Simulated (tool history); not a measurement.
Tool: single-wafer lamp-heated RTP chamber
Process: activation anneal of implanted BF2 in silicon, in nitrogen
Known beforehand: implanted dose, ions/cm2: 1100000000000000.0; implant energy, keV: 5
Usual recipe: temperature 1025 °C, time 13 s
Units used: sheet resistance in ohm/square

run	hour	temperature	time	wafers since the last listed run	wafers since the last pyrometer calibration	wafers since the reflector plate was cleaned	hours since the gauge calibration	read-back reference wafer on the same gauge, sheet resistance	sheet resistance
1	0	1025	13	0	1653	10499	314.1	214.02	234.27
2	17.6	1025	13	208	1861	10707	331.7	214.05	235.09
# hour 28.5: gauge calibrated
# hour 32.5: pyrometer window cleaned and pyrometer calibrated
3	33.9	1025	9	98	16	10805	5.4	214	269.06
4	62.2	1025	9	335	351	11140	33.7	213.93	266.07
5	79.8	1025	16	208	560	11349	51.3	213.92	227.13
6	93.2	1025	16	158	718	11507	64.7	213.86	226.03
7	100.5	1025	16	86	805	11594	72	214.11	227.57
8	109	1025	13	100	906	11694	80.5	213.93	239.05
9	123	1025	13	165	1071	11860	94.5	213.87	236.36
10	138.6	1005	13	184	1256	12045	110.1	213.9	289.38
# hour 153.4: reflector plate cleaned
11	153.9	1036	13	86	1342	6	125.4	214.09	229.78
# hour 199.6: pyrometer window cleaned and pyrometer calibrated
12	200.1	1025	13	452	5	458	171.6	214.09	259.09
13	208.3	1025	13	97	102	555	179.8	214.04	258.04
14	216.6	1025	13	98	201	653	188.1	213.73	256.93
15	228.4	1046	16	139	340	793	199.9	213.94	207.72
16	240.8	1025	16	146	487	940	212.3	213.92	243.53
17	248.7	1016	16	93	581	1033	220.2	214.02	261.92
18	261.4	1025	13	150	731	1184	232.9	214.05	255.69
19	278.9	1025	13	207	938	1391	250.4	214.22	254.24
20	285.9	1040	6	82	1021	1474	257.4	213.86	274.91
# hour 296.2: gauge calibrated
21	300	1013	13	166	1188	1641	3.8	213.98	286.57
22	312.7	1025	13	150	1338	1791	16.5	213.98	253.92
23	327.9	1052	9	179	1518	1971	31.7	213.99	220.49
24	343.2	1005	16	181	1700	2152	47	214.15	290.28

Run 25, settings as shown, results not yet in. Your forecast:
25	358.2	1025	21	177	1877	2330	62	?	?

Run 25 gave read-back reference wafer on the same gauge, sheet resistance 214.1, sheet resistance 222.96 ohm/square.
Without the tool's hidden state the same run would have given sheet resistance 229.61 ohm/square.
